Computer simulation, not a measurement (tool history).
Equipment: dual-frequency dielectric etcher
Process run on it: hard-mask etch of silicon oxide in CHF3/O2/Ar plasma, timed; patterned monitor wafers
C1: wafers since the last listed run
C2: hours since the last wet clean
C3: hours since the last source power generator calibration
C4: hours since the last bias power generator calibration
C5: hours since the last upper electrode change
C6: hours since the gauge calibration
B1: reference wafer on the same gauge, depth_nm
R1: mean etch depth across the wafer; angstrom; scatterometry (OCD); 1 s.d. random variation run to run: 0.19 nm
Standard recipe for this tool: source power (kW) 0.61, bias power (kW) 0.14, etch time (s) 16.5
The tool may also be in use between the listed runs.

Run 1, hour 0: usual settings but source power (kW) 0.57, bias power (kW) 0.149; C1 0; C2 444.7; C3 3339; C4 2241; C5 1447.7; C6 456.7; B1 24.7. Result: R1 288 angstrom.
Run 2, hour 17: usual settings but source power (kW) 0.57, bias power (kW) 0.149; C1 263; C2 461.7; C3 3356; C4 2258; C5 1464.7; C6 473.7; B1 24.69. Result: R1 285.9 angstrom.
Run 3, hour 33.9: usual settings but source power (kW) 0.72; C1 261; C2 478.6; C3 3372.9; C4 2274.9; C5 1481.6; C6 490.6; B1 24.74. Result: R1 315.4 angstrom.
Run 4, hour 62.5: usual settings but source power (kW) 0.72; C1 443; C2 507.2; C3 3401.5; C4 2303.5; C5 1510.2; C6 519.2; B1 24.7. Result: R1 314.5 angstrom.
Run 5, hour 97.3: usual settings but source power (kW) 0.72; C1 539; C2 542; C3 3436.3; C4 2338.3; C5 1545; C6 554; B1 24.7. Result: R1 310.8 angstrom.
Run 6, hour 114.8: usual settings but source power (kW) 0.65, etch time (s) 12.5; C1 271; C2 559.5; C3 3453.8; C4 2355.8; C5 1562.5; C6 571.5; B1 24.73. Result: R1 226.5 angstrom.
Run 7, hour 128: usual settings but source power (kW) 0.65, etch time (s) 12.5; C1 204; C2 572.7; C3 3467; C4 2369; C5 1575.7; C6 584.7; B1 24.68. Result: R1 228.9 angstrom.
At hour 181.2: wet clean of the chamber.
Run 8, hour 181.7: usual settings; C1 460; C2 0.5; C3 3520.7; C4 2422.7; C5 1629.4; C6 638.4; B1 24.73. Result: R1 257.3 angstrom.
Run 9, hour 182.4: usual settings but source power (kW) 0.68, etch time (s) 20; C1 10; C2 1.2; C3 3521.4; C4 2423.4; C5 1630.1; C6 639.1; B1 24.7. Result: R1 334.1 angstrom.
Run 10, hour 214.3: usual settings but source power (kW) 0.68, etch time (s) 20; C1 494; C2 33.1; C3 3553.3; C4 2455.3; C5 1662; C6 671; B1 24.77. Result: R1 335.8 angstrom.
Run 11, hour 227.3: usual settings but source power (kW) 0.68, etch time (s) 20; C1 201; C2 46.1; C3 3566.3; C4 2468.3; C5 1675; C6 684; B1 24.74. Result: R1 333.1 angstrom.
Run 12, hour 259.1: usual settings; C1 492; C2 77.9; C3 3598.1; C4 2500.1; C5 1706.8; C6 715.8; B1 24.71. Result: R1 264.8 angstrom.
At hour 302.8: gauge calibrated.
At hour 305.3: wet clean of the chamber, repeated, since the last time left the tool worse.
Run 13, hour 305.8: usual settings; C1 351; C2 0.5; C3 3644.8; C4 2546.8; C5 1753.5; C6 3; B1 24.65. Result: R1 277.4 angstrom.
Run 14, hour 306.1: usual settings; C1 4; C2 0.8; C3 3645.1; C4 2547.1; C5 1753.8; C6 3.3; B1 24.7. Result: R1 281.3 angstrom.
At hour 311.7: bias power generator calibrated.
Run 15, hour 327.1: usual settings but source power (kW) 0.52, bias power (kW) 0.115, etch time (s) 14.5; C1 263; C2 21.8; C3 3666.1; C4 15.4; C5 1774.8; C6 24.3; B1 24.68. Result: R1 208.6 angstrom.
Run 16, hour 360.4: usual settings but source power (kW) 0.55, bias power (kW) 0.152; C1 515; C2 55.1; C3 3699.4; C4 48.7; C5 1808.1; C6 57.6; B1 24.71. Result: R1 278.6 angstrom.
Run 17, hour 434.5: usual settings but source power (kW) 0.67, bias power (kW) 0.12, etch time (s) 18.5; C1 1147; C2 129.2; C3 3773.5; C4 122.8; C5 1882.2; C6 131.7; B1 24.74. Result: R1 310.6 angstrom.
Run 18, hour 454.9: usual settings but source power (kW) 0.5, bias power (kW) 0.123, etch time (s) 19.5; C1 315; C2 149.6; C3 3793.9; C4 143.2; C5 1902.6; C6 152.1; B1 24.73. Result: R1 287.6 angstrom.
At hour 491.3: upper electrode replaced.
Run 19, hour 491.8: usual settings; C1 199; C2 186.5; C3 3830.8; C4 180.1; C5 0.5; C6 189; B1 24.71. Result: R1 287.5 angstrom.
Run 20, hour 503.9: usual settings but source power (kW) 0.72, bias power (kW) 0.169; C1 187; C2 198.6; C3 3842.9; C4 192.2; C5 12.6; C6 201.1; B1 24.7. Result: R1 338 angstrom.
At hour 528.8: source power generator calibrated.
Run 21, hour 529.3: usual settings; C1 331; C2 224; C3 0.5; C4 217.6; C5 38; C6 226.5; B1 24.71. Result: R1 289.1 angstrom.
Run 22, hour 553.7: usual settings but etch time (s) 12; C1 377; C2 248.4; C3 24.9; C4 242; C5 62.4; C6 250.9; B1 24.68. Result: R1 208.1 angstrom.
Run 23, hour 567: usual settings; C1 206; C2 261.7; C3 38.2; C4 255.3; C5 75.7; C6 264.2; B1 24.69. Result: R1 288.8 angstrom.
Run 24, hour 586.9: usual settings but source power (kW) 0.7, bias power (kW) 0.162, etch time (s) 19.5; C1 308; C2 281.6; C3 58.1; C4 275.2; C5 95.6; C6 284.1; B1 24.71. Result: R1 388.8 angstrom.
Run 25, hour 609.7: usual settings but source power (kW) 0.73, bias power (kW) 0.125, etch time (s) 15; C1 353; C2 304.4; C3 80.9; C4 298; C5 118.4; C6 306.9; B1 24.68. Result: R1 272.5 angstrom.
Run 26, hour 635.6: usual settings but source power (kW) 0.71, bias power (kW) 0.157, etch time (s) 19.5; C1 401; C2 330.3; C3 106.8; C4 323.9; C5 144.3; C6 332.8; B1 24.72. Result: R1 381.9 angstrom.
Run 27, hour 658.5: usual settings but source power (kW) 0.75, etch time (s) 11.5; C1 354; C2 353.2; C3 129.7; C4 346.8; C5 167.2; C6 355.7; B1 24.7. Result: R1 221.9 angstrom.
Run 28, hour 683: usual settings but bias power (kW) 0.157; C1 379; C2 377.7; C3 154.2; C4 371.3; C5 191.7; C6 380.2; B1 24.68. Result: R1 307 angstrom.
Run 29, hour 704.4: usual settings but source power (kW) 0.48, bias power (kW) 0.109; C1 331; C2 399.1; C3 175.6; C4 392.7; C5 213.1; C6 401.6; B1 24.71. Result: R1 230.8 angstrom.
Run 30, hour 735.9: usual settings; C1 487; C2 430.6; C3 207.1; C4 424.2; C5 244.6; C6 433.1; B1 24.7. Result: R1 294 angstrom.

Subtracting, for every run, the result it would have given without the tool's unlogged condition from the measured result gives the following. The same run-to-run variation enters both numbers; the gauge's scatter may not:
What the log doesn't record here: etch rate over this chamber's usual, %; source power that arrives over what is set, %; bias power that arrives over what is set, %; gauge reads high (%).
run     R1
  1   +7.3
  2   +7.6
  3   +8.7
  4   +9.3
  5   +9.8
  6   +7.4
  7   +7.7
  8  -19.1
  9  -24.7
 10    -24
 11  -23.5
 12    -18
 13   +1.3
 14   +1.4
 15   +1.3
 16   +2.4
 17   +4.2
 18   +4.3
 19     +5
 20   +6.2
 21   +5.8
 22   +4.4
 23   +6.4
 24   +9.2
 25   +6.8
 26  +10.2
 27   +6.2
 28   +9.2
 29   +7.2
 30   +9.7
